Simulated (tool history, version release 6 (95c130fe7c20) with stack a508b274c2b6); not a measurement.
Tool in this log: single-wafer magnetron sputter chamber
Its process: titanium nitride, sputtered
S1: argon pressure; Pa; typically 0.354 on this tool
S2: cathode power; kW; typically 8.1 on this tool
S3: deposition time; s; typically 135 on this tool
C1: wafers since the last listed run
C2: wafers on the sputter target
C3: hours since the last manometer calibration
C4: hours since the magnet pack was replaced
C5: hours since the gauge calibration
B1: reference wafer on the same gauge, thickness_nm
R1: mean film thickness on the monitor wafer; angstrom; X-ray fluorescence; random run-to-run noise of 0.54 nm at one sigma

run    hour     S1    S2   S3    C1    C2      C3      C4      C5       B1       R1
  1       0  0.354   8.1  135     0  5609  1693.4  3810.5   809.7  195.173  1904.73
       16.5  -- sputter target and shields replaced
  2   103.8  0.354   8.1  135  1085   989  1797.2  3914.3   913.5  195.459  1901.26
      115.8  -- capacitance manometer re-zeroed and calibrated
  3   202.3  0.354   8.1  135  1025  2015    86.5  4012.8    1012  195.603  1907.14
  4   288.2  0.354   8.1  135   973  2988   172.4  4098.7  1097.9  195.588   1895.2
  5   349.4  0.354   8.1  135   693  3682   233.6  4159.9  1159.1  195.742  1908.21
  6   461.4  0.354   8.1  135  1269  4951   345.6  4271.9  1271.1  195.836  1907.91
      475.3  -- gauge calibrated
  7   518.8  0.354   8.1  135   650  5602     403  4329.3    43.5  193.123  1878.14
      544.8  -- sputter target and shields replaced
  8   586.4  0.354   8.1  135   675   471   470.6  4396.9   111.1  193.626  1880.56
  9   640.8  0.276   8.1  135   616  1088     525  4451.3   165.5  194.097  1965.01
 10   702.1  0.354   8.1  135   694  1783   586.3  4512.6   226.8  194.402  1894.43
 11     750  0.354   8.1  135   542  2326   634.2  4560.5   274.7  194.682   1890.4
 12   856.6  0.354   8.1  135  1208  3534   740.8  4667.1   381.3  195.131  1895.92
 13   893.7  0.354   8.1  135   420  3954   777.9  4704.2   418.4  195.362   1900.7
 14   931.8  0.354   8.1  135   431  4386     816  4742.3   456.5  195.547  1899.08
 15   981.5  0.354   8.1  135   563  4949   865.7    4792   506.2  195.723   1894.9
 16  1049.8  0.354   8.1  156   774  5723     934  4860.3   574.5  195.881  2198.63
     1083.9  -- sputter target and shields replaced
 17  1140.9  0.354   8.1  156   941   645  1025.1  4951.4   665.6  196.261  2200.33
 18    1215  0.274   9.1  135   839  1485  1099.2  5025.5   739.7  196.298  2219.39
 19  1265.7  0.492  8.95  109   574  2060  1149.9  5076.2   790.4  196.381  1598.15
 20    1353  0.225   8.6  152   989  3049  1237.2  5163.5   877.7  196.447  2412.91
 21  1401.3  0.454   8.1  119   547  3596  1285.5  5211.8     926  196.652  1604.05
 22    1472  0.354   8.1  135   801  4398  1356.2  5282.5   996.7  196.736  1925.45
     1483.3  -- magnet pack replaced
 23  1574.3  0.476  9.85  115  1068  5466  1458.5      91    1099  196.775   1881.4
     1599.9  -- sputter target and shields replaced
 24  1620.4  0.243   8.1  135   431   232  1504.6   137.1  1145.1  196.748  2028.07
 25  1705.5  0.415   7.4  115   964  1196  1589.7   222.2  1230.2   196.87  1451.09
     1779.4  -- capacitance manometer re-zeroed and calibrated
 26  1808.7  0.354   8.1  135  1078  2275    29.3   325.4  1333.4  197.027  1916.89
 27  1902.1  0.354   8.1  135  1058  3334   122.7   418.8  1426.8   197.11  1918.93
     1916.2  -- gauge calibrated
 28  1972.1  0.258  6.65  152   793  4127   192.7   488.8    55.9  192.357  1805.89
 29  2061.3  0.354   8.1  135  1010  5138   281.9     578   145.1  193.073  1877.71
     2168.4  -- sputter target and shields replaced
 30  2168.9  0.282  6.95  122  1128     5   389.5   685.6   252.7  193.806   1513.8
 31  2227.1  0.272  9.75  146   659   665   447.7   743.8   310.9  194.264  2564.91
 32  2320.7  0.354   8.1  128  1060  1725   541.3   837.4   404.5   194.33  1805.26
 33  2416.7  0.395  9.65  159  1088  2813   637.3   933.4   500.5  194.854  2607.74
 34  2607.9  0.354     9  128  2166  4980   828.5  1124.6   691.7  195.319  2002.74

4 ways to go on from here, each from the tool as it stands after run 34. What would each give?
  A  2608.3  0.354  8.1  135   4  4985  828.9  1125  692.1   ?   ?
  B  2608.3  0.354  9.8  135   4  4985  828.9  1125  692.1   ?   ?
  C  2608.3  0.444  8.1  148   4  4985  828.9  1125  692.1   ?   ?
  D  2608.3  0.274  9.8  144   4  4985  828.9  1125  692.1   ?   ?

run       B1       R1
  A  195.398  1905.62
  B  195.398  2305.57
  C  195.398  2002.97
  D  195.398  2554.49
Without the tool's hidden state the same runs would have given:
run       R1
  A   1872.6
  B  2265.62
  C  1968.27
  D  2510.23
